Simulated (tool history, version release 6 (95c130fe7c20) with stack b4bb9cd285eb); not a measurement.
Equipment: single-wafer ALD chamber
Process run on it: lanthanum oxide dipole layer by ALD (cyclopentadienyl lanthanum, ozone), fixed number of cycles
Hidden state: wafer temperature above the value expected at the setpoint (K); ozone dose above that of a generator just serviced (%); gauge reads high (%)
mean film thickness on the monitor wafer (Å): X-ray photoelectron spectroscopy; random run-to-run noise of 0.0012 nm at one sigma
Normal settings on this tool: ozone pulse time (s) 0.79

| run | hour | ozone pulse time (s) | wafers since the last listed run | hours since the last thermocouple change | hours since the last ozone generator service | hours since the showerhead was replaced | hours since the gauge calibration | read-back reference wafer on the same gauge, thickness_nm | mean film thickness on the monitor wafer (Å) |
|---|---|---|---|---|---|---|---|---|---|
| 1 | 0 | 0.79 | 0 | 1786.8 | 331.1 | 6358.6 | 257.3 | 0.465 | 4.62 |
| 2 | 18.1 | 0.79 | 378 | 1804.9 | 349.2 | 6376.7 | 275.4 | 0.465 | 4.62 |
| 3 | 46.7 | 0.58 | 597 | 1833.5 | 377.8 | 6405.3 | 304 | 0.465 | 3.85 |
| 4 | 75.1 | 0.58 | 593 | 1861.9 | 406.2 | 6433.7 | 332.4 | 0.464 | 3.87 |
| 5 | 109.1 | 0.58 | 710 | 1895.9 | 440.2 | 6467.7 | 366.4 | 0.466 | 3.85 |
| 6 | 136.6 | 0.79 | 574 | 1923.4 | 467.7 | 6495.2 | 393.9 | 0.465 | 4.62 |
| 7 | 171.3 | 0.79 | 725 | 1958.1 | 502.4 | 6529.9 | 428.6 | 0.465 | 4.63 |
| 8 | 188.1 | 0.79 | 351 | 1974.9 | 519.2 | 6546.7 | 445.4 | 0.464 | 4.62 |
| 9 | 213.2 | 0.79 | 524 | 2000 | 544.3 | 6571.8 | 470.5 | 0.465 | 4.61 |
|  | 229.8 | ozone generator serviced |
| 10 | 230.3 | 0.99 | 190 | 2017.1 | 0.5 | 6588.9 | 487.6 | 0.465 | 5.06 |
| 11 | 262.6 | 0.79 | 675 | 2049.4 | 32.8 | 6621.2 | 519.9 | 0.465 | 4.6 |
|  | 273.8 | gauge calibrated |
|  | 343 | thermocouple changed; heater temperature recalibrated |
|  | 347.9 | showerhead replaced |
| 12 | 365.1 | 0.53 | 1872 | 22.1 | 135.3 | 17.2 | 91.3 | 0.465 | 3.63 |
| 13 | 390.8 | 0.63 | 537 | 47.8 | 161 | 42.9 | 117 | 0.466 | 4.08 |
| 14 | 403.4 | 0.51 | 263 | 60.4 | 173.6 | 55.5 | 129.6 | 0.465 | 3.51 |
| 15 | 435 | 0.97 | 660 | 92 | 205.2 | 87.1 | 161.2 | 0.465 | 5.03 |
| 16 | 464.1 | 0.57 | 608 | 121.1 | 234.3 | 116.2 | 190.3 | 0.465 | 3.82 |
| 17 | 499 | 0.79 | 729 | 156 | 269.2 | 151.1 | 225.2 | 0.465 | 4.61 |
| 18 | 523.8 | 1.06 | 518 | 180.8 | 294 | 175.9 | 250 | 0.465 | 5.2 |

Predict each of these 4 candidate next runs independently; none follows another, all start after run 18:
| A | 524.2 | 0.9 | 8 | 181.2 | 294.4 | 176.3 | 250.4 | ? | ? |
| B | 524.2 | 0.89 | 8 | 181.2 | 294.4 | 176.3 | 250.4 | ? | ? |
| C | 524.2 | 0.88 | 8 | 181.2 | 294.4 | 176.3 | 250.4 | ? | ? |
| D | 524.2 | 0.6 | 8 | 181.2 | 294.4 | 176.3 | 250.4 | ? | ? |

| run | read-back reference wafer on the same gauge, thickness_nm | mean film thickness on the monitor wafer (Å) |
|---|---|---|
| A | 0.465 | 4.89 |
| B | 0.465 | 4.86 |
| C | 0.465 | 4.84 |
| D | 0.465 | 3.95 |
The same runs, with their run-to-run variation unchanged, on a tool lacking any hidden condition would have given:
| run | mean film thickness on the monitor wafer (Å) |
|---|---|
| A | 4.89 |
| B | 4.86 |
| C | 4.84 |
| D | 3.95 |

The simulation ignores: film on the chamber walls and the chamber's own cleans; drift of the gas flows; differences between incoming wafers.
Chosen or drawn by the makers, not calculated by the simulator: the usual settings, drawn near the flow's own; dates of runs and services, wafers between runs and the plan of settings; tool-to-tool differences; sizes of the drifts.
